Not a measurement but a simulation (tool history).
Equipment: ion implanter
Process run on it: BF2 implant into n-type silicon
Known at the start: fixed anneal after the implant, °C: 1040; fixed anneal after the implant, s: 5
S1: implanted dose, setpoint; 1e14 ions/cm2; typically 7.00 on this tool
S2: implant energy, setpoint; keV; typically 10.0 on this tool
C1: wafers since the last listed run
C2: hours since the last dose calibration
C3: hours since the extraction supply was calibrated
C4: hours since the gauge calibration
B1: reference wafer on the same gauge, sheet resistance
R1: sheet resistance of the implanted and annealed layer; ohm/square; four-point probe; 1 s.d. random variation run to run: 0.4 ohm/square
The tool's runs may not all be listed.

run,day,S1,S2,C1,C2,C3,C4,B1,R1
1,0.000,8.22,10.0,0,1824.3,2213.7,108.8,285.12,249.82
2,0.388,8.22,10.0,141,1833.6,2223.0,118.1,285.05,250.29
3,0.975,8.22,10.0,215,1847.7,2237.1,132.2,284.90,248.68
4,1.742,5.92,10.0,280,1866.1,2255.5,150.6,284.65,283.21
5,2.008,5.92,10.0,97,1872.5,2261.9,157.0,284.40,284.05
6,2.596,5.92,10.0,215,1886.6,2276.0,171.1,284.16,283.75
7,3.075,7.00,10.0,175,1898.1,2287.5,182.6,283.87,263.49
8,3.396,8.19,6.5,117,1905.8,2295.2,190.3,283.87,291.73

For run 9, what comes out?
9,3.796,6.28,12.5,146,1915.4,2304.8,199.9,?,?

B1: 283.49
R1: 253.59 ohm/square
Take away the tool's hidden state, keep the run-to-run variation as it was, and the same run would have given R1 255.77 ohm/square.
